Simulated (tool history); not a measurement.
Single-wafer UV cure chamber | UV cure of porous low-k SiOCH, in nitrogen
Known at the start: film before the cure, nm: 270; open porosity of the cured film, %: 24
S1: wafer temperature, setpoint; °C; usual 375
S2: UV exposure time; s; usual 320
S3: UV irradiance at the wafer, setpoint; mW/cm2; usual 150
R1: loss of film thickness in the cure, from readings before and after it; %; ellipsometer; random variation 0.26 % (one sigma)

run    hour   S1   S2   S3      R1
  1       0  375  440  150  19.189
  2    30.8  375  440  150  18.836
  3    59.6  375  320  174  18.206
  4    91.8  375  320  174  18.132
  5   120.2  375  320  150  17.113
  6   149.2  375  320  150  17.151
  7   179.9  375  320  150  16.774
  8     203  360  320  120  14.944
      231.6  -- quartz window cleaned
  9   235.3  360  320  120  16.332
 10   269.2  375  320  150  17.399
 11   296.6  375  320  150  17.799
 12   347.5  375  320  150  17.491
 13   380.5  386  320  150  17.482
      436.1  -- UV bulbs replaced
 14   466.5  375  320  150  17.849
 15   499.3  375  320  150  17.506
 16   516.4  375  320  150  17.728
 17   551.1  375  320  150  17.239
 18   571.5  355  230  150  14.839
 19   591.7  375  440  150  19.233
 20   607.1  392  385  119  17.151
 21   624.4  384  435  165  19.699
 22   648.7  375  320  150  16.717
 23   661.8  375  320  150  16.809
      676.1  -- quartz window cleaned
 24   680.9  375  320  115  16.691
 25   772.3  375  320  150  17.913
 26   788.6  375  320  150  17.956
 27   807.4  375  320  150  18.257
 28   833.1  375  320  112  16.687
 29   856.4  375  320  150  17.478
 30   885.5  384  460  121  18.814
 31   944.8  362  370  132  17.621
 32   968.9  375  320  150   17.44
 33   998.8  386  450  161  20.008
 34  1029.9  361  210  172  14.894
 35  1065.8  375  320  150  17.128

Forecast each of these 5 alternatives for the next run:
  A  1066.3  375  260  150   ?
  B  1066.3  360  320  112   ?
  C  1066.3  383  375  150   ?
  D  1066.3  382  475  150   ?
  E  1066.3  364  195  137   ?

run      R1
  A  15.969
  B  15.153
  C  18.208
  D  19.527
  E  13.659
Without the tool's hidden state the same runs would have given:
run      R1
  A  16.826
  B      16
  C   19.08
  D    20.4
  E  14.484
